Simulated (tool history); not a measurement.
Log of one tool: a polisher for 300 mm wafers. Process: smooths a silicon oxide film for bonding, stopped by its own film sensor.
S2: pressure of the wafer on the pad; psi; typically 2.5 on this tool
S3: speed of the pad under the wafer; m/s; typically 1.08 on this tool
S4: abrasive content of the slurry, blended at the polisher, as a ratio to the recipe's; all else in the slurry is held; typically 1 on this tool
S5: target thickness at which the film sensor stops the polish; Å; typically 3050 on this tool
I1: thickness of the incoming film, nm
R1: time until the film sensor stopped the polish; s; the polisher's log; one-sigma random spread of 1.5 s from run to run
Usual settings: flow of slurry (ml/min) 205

run 1 hour=0 | flow_of_slurry_(ml/min)=205 S2=2.5 S3=1.08 S4=1 S5=3050 | I1=392.3 | R1=98.2
run 2 hour=8.2 | flow_of_slurry_(ml/min)=205 S2=2.5 S3=1.08 S4=1 S5=3050 | I1=390.9 | R1=99
run 3 hour=24.1 | flow_of_slurry_(ml/min)=205 S2=2.5 S3=1.08 S4=1 S5=3050 | I1=397 | R1=104.5
-- hour=35.7 worn pad replaced by a new one
run 4 hour=36.2 | flow_of_slurry_(ml/min)=205 S2=2.5 S3=1.08 S4=1 S5=3050 | I1=385 | R1=92.1
-- hour=48.8 slurry blender recalibrated
run 5 hour=49.3 | flow_of_slurry_(ml/min)=205 S2=2.5 S3=1.08 S4=1 S5=3050 | I1=385.4 | R1=78.3
run 6 hour=57.7 | flow_of_slurry_(ml/min)=205 S2=2.5 S3=1.08 S4=1 S5=3050 | I1=387 | R1=82.1
run 7 hour=65.2 | flow_of_slurry_(ml/min)=190 S2=2.5 S3=1.08 S4=1 S5=3050 | I1=387 | R1=84.5
-- hour=71.2 head pressure recalibrated
run 8 hour=72.2 | flow_of_slurry_(ml/min)=190 S2=2.5 S3=1.08 S4=1 S5=3050 | I1=385.5 | R1=83.4
run 9 hour=82.9 | flow_of_slurry_(ml/min)=190 S2=2.5 S3=1.08 S4=1 S5=3050 | I1=390.5 | R1=94.3
run 10 hour=96.6 | flow_of_slurry_(ml/min)=205 S2=2.5 S3=1.08 S4=1 S5=3050 | I1=387.9 | R1=90.3
run 11 hour=103.9 | flow_of_slurry_(ml/min)=205 S2=2.5 S3=1.08 S4=1 S5=3050 | I1=384.4 | R1=86.5
-- hour=110.9 worn pad replaced by a new one
run 12 hour=111.3 | flow_of_slurry_(ml/min)=205 S2=2.5 S3=1.08 S4=1 S5=3050 | I1=396.5 | R1=101.5
-- hour=112.7 slurry nozzle cleaned
run 13 hour=119.7 | flow_of_slurry_(ml/min)=165 S2=2.5 S3=1.08 S4=1.25 S5=3050 | I1=384.9 | R1=85.3
run 14 hour=129.3 | flow_of_slurry_(ml/min)=205 S2=2.5 S3=1.08 S4=1 S5=3050 | I1=393.6 | R1=94.2
run 15 hour=139.7 | flow_of_slurry_(ml/min)=260 S2=2.2 S3=1.08 S4=1.2 S5=3050 | I1=386.3 | R1=97
run 16 hour=146.5 | flow_of_slurry_(ml/min)=150 S2=3 S3=1.08 S4=1.25 S5=3310 | I1=383.2 | R1=47.1
run 17 hour=163.7 | flow_of_slurry_(ml/min)=235 S2=2.5 S3=1.46 S4=1 S5=3050 | I1=396.2 | R1=82.4
run 18 hour=171.4 | flow_of_slurry_(ml/min)=205 S2=2.5 S3=1.08 S4=1 S5=3050 | I1=390.8 | R1=98.4
run 19 hour=177.9 | flow_of_slurry_(ml/min)=205 S2=2.5 S3=1.08 S4=1 S5=3050 | I1=383.6 | R1=88.2
run 20 hour=184.8 | flow_of_slurry_(ml/min)=250 S2=2.9 S3=1.08 S4=1 S5=3050 | I1=395.3 | R1=91.5
-- hour=190 worn pad replaced by a new one
run 21 hour=200.5 | flow_of_slurry_(ml/min)=205 S2=1.8 S3=1.08 S4=1 S5=3050 | I1=391 | R1=135.1
-- hour=218.7 slurry blender recalibrated
run 22 hour=219.2 | flow_of_slurry_(ml/min)=205 S2=2.5 S3=1.34 S4=1 S5=3240 | I1=386.4 | R1=50.4
run 23 hour=227 | flow_of_slurry_(ml/min)=205 S2=2.5 S3=1.08 S4=1 S5=3050 | I1=384.4 | R1=78
run 24 hour=237.2 | flow_of_slurry_(ml/min)=245 S2=2.9 S3=1.08 S4=1 S5=3050 | I1=389.9 | R1=74.2
run 25 hour=244.8 | flow_of_slurry_(ml/min)=205 S2=2.5 S3=1.08 S4=1.25 S5=3050 | I1=390.2 | R1=81.6
run 26 hour=251.5 | flow_of_slurry_(ml/min)=205 S2=2.5 S3=1.08 S4=1 S5=3050 | I1=385 | R1=84.3
run 27 hour=259.9 | flow_of_slurry_(ml/min)=205 S2=2.5 S3=1.36 S4=1 S5=3050 | I1=387.2 | R1=75
-- hour=272.7 worn pad replaced by a new one
run 28 hour=273.2 | flow_of_slurry_(ml/min)=205 S2=2.5 S3=1.36 S4=1 S5=3050 | I1=391.4 | R1=79.2
run 29 hour=286.6 | flow_of_slurry_(ml/min)=205 S2=3.1 S3=0.86 S4=1 S5=3160 | I1=393.4 | R1=86.7
run 30 hour=293.5 | flow_of_slurry_(ml/min)=240 S2=2.5 S3=1.08 S4=1 S5=3220 | I1=384.2 | R1=66.5
run 31 hour=309.6 | flow_of_slurry_(ml/min)=255 S2=2.5 S3=1.08 S4=1 S5=3330 | I1=389.9 | R1=60.1

Branching from run 31: 3 alternative next runs. What would each branch give?
run A hour=310 | flow_of_slurry_(ml/min)=205 S2=2.5 S3=0.9 S4=1 S5=3050 | I1=393.5 | R1=?
run B hour=310 | flow_of_slurry_(ml/min)=205 S2=1.9 S3=1.18 S4=1.25 S5=2840 | I1=393.5 | R1=?
run C hour=310 | flow_of_slurry_(ml/min)=270 S2=2 S3=1.28 S4=1 S5=3050 | I1=393.5 | R1=?

run=A R1=115
run=B R1=134.6
run=C R1=103.1
Had the tool no hidden state, the same runs would have come out as:
run=A R1=99.8
run=B R1=118.4
run=C R1=89.5

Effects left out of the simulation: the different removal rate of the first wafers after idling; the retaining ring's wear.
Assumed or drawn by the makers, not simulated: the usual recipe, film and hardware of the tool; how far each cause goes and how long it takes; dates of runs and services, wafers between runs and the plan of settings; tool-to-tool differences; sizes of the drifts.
